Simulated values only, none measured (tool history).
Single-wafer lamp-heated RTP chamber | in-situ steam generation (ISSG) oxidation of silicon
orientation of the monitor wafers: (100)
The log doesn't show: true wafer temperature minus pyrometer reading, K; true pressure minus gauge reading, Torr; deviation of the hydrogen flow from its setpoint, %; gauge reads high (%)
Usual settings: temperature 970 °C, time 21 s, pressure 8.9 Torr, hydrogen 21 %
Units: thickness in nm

| run | hour | temperature | time | pressure | hydrogen | wafers since the last listed run | wafers since the last pyrometer calibration | hours since the pressure gauge was zeroed | hours since the hydrogen flow controller was replaced | hours since the gauge calibration | read-back reference wafer on the same gauge, thickness | thickness |
|---|---|---|---|---|---|---|---|---|---|---|---|---|
| 1 | 0.0 | 970 | 21 | 8.9 | 18 | 0 | 2502 | 4231.4 | 1645.1 | 566.5 | 4.189 | 4.677 |
| 2 | 70.3 | 970 | 21 | 8.9 | 21 | 727 | 3229 | 4301.7 | 1715.4 | 636.8 | 4.191 | 4.833 |
| 3 | 138.7 | 970 | 21 | 8.9 | 21 | 708 | 3937 | 4370.1 | 1783.8 | 705.2 | 4.190 | 4.833 |
|  | 148.9 | pyrometer window cleaned and pyrometer calibrated |
| 4 | 209.9 | 970 | 21 | 8.9 | 21 | 654 | 631 | 4441.3 | 1855.0 | 776.4 | 4.193 | 4.784 |
| 5 | 286.9 | 970 | 21 | 8.9 | 21 | 797 | 1428 | 4518.3 | 1932.0 | 853.4 | 4.190 | 4.802 |
| 6 | 349.8 | 970 | 21 | 8.9 | 16 | 651 | 2079 | 4581.2 | 1994.9 | 916.3 | 4.191 | 4.549 |
|  | 372.4 | hydrogen flow controller replaced |
| 7 | 409.7 | 970 | 21 | 8.9 | 21 | 537 | 2617 | 4641.1 | 37.3 | 976.2 | 4.189 | 4.798 |
| 8 | 446.1 | 970 | 21 | 8.9 | 21 | 376 | 2994 | 4677.5 | 73.7 | 1012.6 | 4.190 | 4.777 |
| 9 | 505.8 | 970 | 21 | 8.9 | 21 | 617 | 3612 | 4737.2 | 133.4 | 1072.3 | 4.191 | 4.795 |
|  | 540.2 | pyrometer window cleaned and pyrometer calibrated |
| 10 | 540.7 | 970 | 21 | 8.9 | 21 | 278 | 5 | 4772.1 | 168.3 | 1107.2 | 4.190 | 4.723 |
| 11 | 557.7 | 956 | 26 | 8.9 | 21 | 175 | 181 | 4789.1 | 185.3 | 1124.2 | 4.190 | 4.948 |
|  | 585.4 | pressure gauge zeroed |
| 12 | 628.9 | 956 | 26 | 8.9 | 21 | 654 | 835 | 43.5 | 256.5 | 1195.4 | 4.192 | 4.981 |
|  | 657.9 | gauge calibrated |
| 13 | 661.3 | 970 | 21 | 8.9 | 21 | 335 | 1171 | 75.9 | 288.9 | 3.4 | 4.191 | 4.779 |
| 14 | 702.2 | 970 | 29 | 8.9 | 21 | 423 | 1594 | 116.8 | 329.8 | 44.3 | 4.190 | 5.538 |
| 15 | 763.5 | 970 | 21 | 8.9 | 24 | 634 | 2229 | 178.1 | 391.1 | 105.6 | 4.189 | 4.935 |
| 16 | 826.1 | 970 | 21 | 8.9 | 21 | 648 | 2877 | 240.7 | 453.7 | 168.2 | 4.189 | 4.815 |
| 17 | 889.9 | 970 | 21 | 8.9 | 27 | 660 | 3537 | 304.5 | 517.5 | 232.0 | 4.189 | 5.090 |
|  | 931.6 | pyrometer window cleaned and pyrometer calibrated |
| 18 | 945.9 | 960 | 21 | 8.9 | 25 | 496 | 148 | 360.5 | 573.5 | 288.0 | 4.191 | 4.750 |
| 19 | 974.5 | 970 | 21 | 8.9 | 21 | 296 | 444 | 389.1 | 602.1 | 316.6 | 4.193 | 4.743 |
| 20 | 1042.2 | 954 | 21 | 8.0 | 21 | 700 | 1144 | 456.8 | 669.8 | 384.3 | 4.187 | 4.538 |
| 21 | 1069.9 | 970 | 21 | 8.9 | 21 | 286 | 1431 | 484.5 | 697.5 | 412.0 | 4.189 | 4.772 |
| 22 | 1108.6 | 970 | 21 | 8.9 | 21 | 400 | 1832 | 523.2 | 736.2 | 450.7 | 4.190 | 4.783 |
| 23 | 1142.8 | 959 | 21 | 7.5 | 11 | 354 | 2186 | 557.4 | 770.4 | 484.9 | 4.189 | 4.026 |
| 24 | 1188.1 | 970 | 26 | 8.9 | 21 | 468 | 2655 | 602.7 | 815.7 | 530.2 | 4.189 | 5.267 |
| 25 | 1238.9 | 970 | 13 | 9.7 | 14 | 525 | 3181 | 653.5 | 866.5 | 581.0 | 4.190 | 3.538 |

Hidden state at the last listed run before each entry between runs and at the first one after, where it differs:
Between runs 3 and 4: pyrometer window cleaned and pyrometer calibrated (hour 148.9)
  true wafer temperature minus pyrometer reading, K: 5.87 -> 2.1; deviation of the hydrogen flow from its setpoint, %: 4.29 -> 4.63
  measured less the result without the state, thickness: +0.133 -> +0.072 nm
Between runs 6 and 7: hydrogen flow controller replaced (hour 372.4)
  true wafer temperature minus pyrometer reading, K: 4.44 -> 4.93; deviation of the hydrogen flow from its setpoint, %: 5.35 -> -0.232
  measured less the result without the state, thickness: +0.111 -> +0.080 nm
Between runs 9 and 10: pyrometer window cleaned and pyrometer calibrated (hour 540.2)
  true wafer temperature minus pyrometer reading, K: 5.37 -> 0.983; deviation of the hydrogen flow from its setpoint, %: -0.211 -> -0.197
  measured less the result without the state, thickness: +0.088 -> +0.015 nm
Between runs 11 and 12: pressure gauge zeroed (hour 585.4)
  true wafer temperature minus pyrometer reading, K: 1.63 -> 3.64; deviation of the hydrogen flow from its setpoint, %: -0.189 -> -0.147
  measured less the result without the state, thickness: +0.026 -> +0.061 nm
Between runs 12 and 13: gauge calibrated (hour 657.9)
  true wafer temperature minus pyrometer reading, K: 3.64 -> 4.27; deviation of the hydrogen flow from its setpoint, %: -0.147 -> -0.124
  measured less the result without the state, thickness: +0.061 -> +0.069 nm
Between runs 17 and 18: pyrometer window cleaned and pyrometer calibrated (hour 931.6)
  true wafer temperature minus pyrometer reading, K: 6.23 -> 0.651; deviation of the hydrogen flow from its setpoint, %: 0.119 -> 0.2
  measured less the result without the state, thickness: +0.111 -> +0.012 nm

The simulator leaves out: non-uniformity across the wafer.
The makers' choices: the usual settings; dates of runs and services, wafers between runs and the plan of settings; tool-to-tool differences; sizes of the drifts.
